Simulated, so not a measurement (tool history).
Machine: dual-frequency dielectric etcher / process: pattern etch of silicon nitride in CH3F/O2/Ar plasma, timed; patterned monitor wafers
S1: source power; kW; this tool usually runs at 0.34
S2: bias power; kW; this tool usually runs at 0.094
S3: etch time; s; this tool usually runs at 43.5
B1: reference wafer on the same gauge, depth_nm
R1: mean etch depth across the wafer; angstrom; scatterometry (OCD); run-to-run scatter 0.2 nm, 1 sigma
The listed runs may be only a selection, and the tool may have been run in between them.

run,hour,S1,S2,S3,B1,R1
1,0,0.3,0.094,43.5,33.5,274.9
2,35.4,0.34,0.094,43.5,33.55,293.9
3,52.4,0.34,0.094,43.5,33.51,290.5
4,69.1,0.34,0.094,43.5,33.47,292
# hour 98.2: bias power generator calibrated
5,100.6,0.34,0.104,43.5,33.47,299.6
# hour 110.5: source power generator calibrated
# hour 142.5: upper electrode replaced
# hour 161.5: wet clean of the chamber
6,162,0.34,0.104,43.5,33.58,315.2
7,162.3,0.34,0.105,43.5,33.51,311.9
8,166.4,0.29,0.077,43.5,33.45,258.4
9,183.2,0.34,0.094,43.5,33.5,303.5
10,200,0.37,0.094,43.5,33.55,315
11,226,0.34,0.094,43.5,33.48,302.4
12,248.2,0.29,0.114,37.5,33.49,254.6
13,268.6,0.34,0.094,43.5,33.44,300.5
14,291.1,0.34,0.094,43.5,33.53,301.3
15,308.6,0.26,0.118,34,33.56,216.5
16,337.1,0.34,0.094,43.5,33.56,299.3
17,379.8,0.4,0.075,33.5,33.45,233
18,394.3,0.34,0.107,43.5,33.47,308.4
19,407,0.29,0.101,37,33.54,235.2
# hour 450.2: gauge calibrated
20,504.5,0.34,0.102,43.5,33.49,300.3
21,525.5,0.4,0.11,56.5,33.53,434
# hour 559.5: wet clean of the chamber
22,560,0.34,0.094,43.5,33.54,301.6
23,587,0.34,0.094,31.5,33.41,220.3
24,658.6,0.26,0.118,34,33.54,215.7
25,690.5,0.3,0.101,48,33.58,316.2
26,724.8,0.26,0.111,50.5,33.47,310.4
27,741.8,0.38,0.103,32.5,33.51,243.1
28,764.2,0.4,0.079,48.5,33.53,336
29,794.2,0.3,0.081,39,33.48,234.1

What the log doesn't show, run by run:
source power that arrives over what is set, %: 0 across all the runs
bias power that arrives over what is set, %: 0 across all the runs
gauge reads high (%): 0 across all the runs
H1: etch rate over this chamber's usual, %
run,H1
1,-3.28
2,-3.69
3,-3.88
4,-4.07
5,-4.43
6,0.215
7,0.212
8,0.165
9,-0.0272
10,-0.219
11,-0.516
12,-0.769
13,-1
14,-1.26
15,-1.46
16,-1.78
17,-2.27
18,-2.44
19,-2.58
20,-3.7
21,-3.94
22,0.00955
23,-0.299
24,-1.12
25,-1.48
26,-1.87
27,-2.07
28,-2.32
29,-2.67

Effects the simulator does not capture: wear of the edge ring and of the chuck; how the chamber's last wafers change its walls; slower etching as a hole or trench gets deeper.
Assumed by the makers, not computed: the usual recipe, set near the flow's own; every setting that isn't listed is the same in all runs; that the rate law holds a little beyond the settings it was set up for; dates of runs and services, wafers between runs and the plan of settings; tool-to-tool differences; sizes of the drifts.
